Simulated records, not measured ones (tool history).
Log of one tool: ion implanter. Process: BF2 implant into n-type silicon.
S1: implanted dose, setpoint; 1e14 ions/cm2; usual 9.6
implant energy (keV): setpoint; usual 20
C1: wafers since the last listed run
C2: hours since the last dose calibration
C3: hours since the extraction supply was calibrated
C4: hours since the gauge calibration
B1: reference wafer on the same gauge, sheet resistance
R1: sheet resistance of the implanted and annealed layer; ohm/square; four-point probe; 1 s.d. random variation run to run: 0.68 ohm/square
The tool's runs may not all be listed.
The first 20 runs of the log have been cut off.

{"hour": 892.2, "done": "extraction supply calibrated"}
{"run": 21, "hour": 931.1, "S1": 6.77, "implant energy (keV)": 14.5, "C1": 838, "C2": 330.8, "C3": 38.9, "C4": 350.2, "B1": 171.87, "R1": 217.06}
{"run": 22, "hour": 989.2, "S1": 7.37, "implant energy (keV)": 16.5, "C1": 901, "C2": 388.9, "C3": 97, "C4": 408.3, "B1": 171.77, "R1": 199.04}
{"run": 23, "hour": 1026.3, "S1": 11.98, "implant energy (keV)": 26, "C1": 575, "C2": 426, "C3": 134.1, "C4": 445.4, "B1": 171.94, "R1": 134.83}
{"run": 24, "hour": 1072.8, "S1": 8.62, "implant energy (keV)": 24, "C1": 721, "C2": 472.5, "C3": 180.6, "C4": 491.9, "B1": 171.98, "R1": 165.8}
{"run": 25, "hour": 1130.6, "S1": 11.47, "implant energy (keV)": 24, "C1": 897, "C2": 530.3, "C3": 238.4, "C4": 549.7, "B1": 172.11, "R1": 139.64}
{"run": 26, "hour": 1189.1, "S1": 8.56, "implant energy (keV)": 26.5, "C1": 908, "C2": 588.8, "C3": 296.9, "C4": 608.2, "B1": 172.06, "R1": 161.72}
{"run": 27, "hour": 1245.5, "S1": 9.6, "implant energy (keV)": 23.5, "C1": 875, "C2": 645.2, "C3": 353.3, "C4": 664.6, "B1": 172.03, "R1": 155.05}
{"run": 28, "hour": 1307.9, "S1": 11.2, "implant energy (keV)": 26.5, "C1": 968, "C2": 707.6, "C3": 415.7, "C4": 727, "B1": 172.11, "R1": 138.69}
{"run": 29, "hour": 1347.4, "S1": 8.4, "implant energy (keV)": 26.5, "C1": 613, "C2": 747.1, "C3": 455.2, "C4": 766.5, "B1": 172.17, "R1": 164.68}

What will run 30 give?
{"run": 30, "hour": 1418.2, "S1": 9.6, "implant energy (keV)": 24.5, "C1": 1099, "C2": 817.9, "C3": 526, "C4": 837.3, "B1": "?", "R1": "?"}

Run 30 produced B1 171.99, R1 152.1 ohm/square.
The same run, on a tool lacking any hidden state, would have yielded R1 154.5 ohm/square.
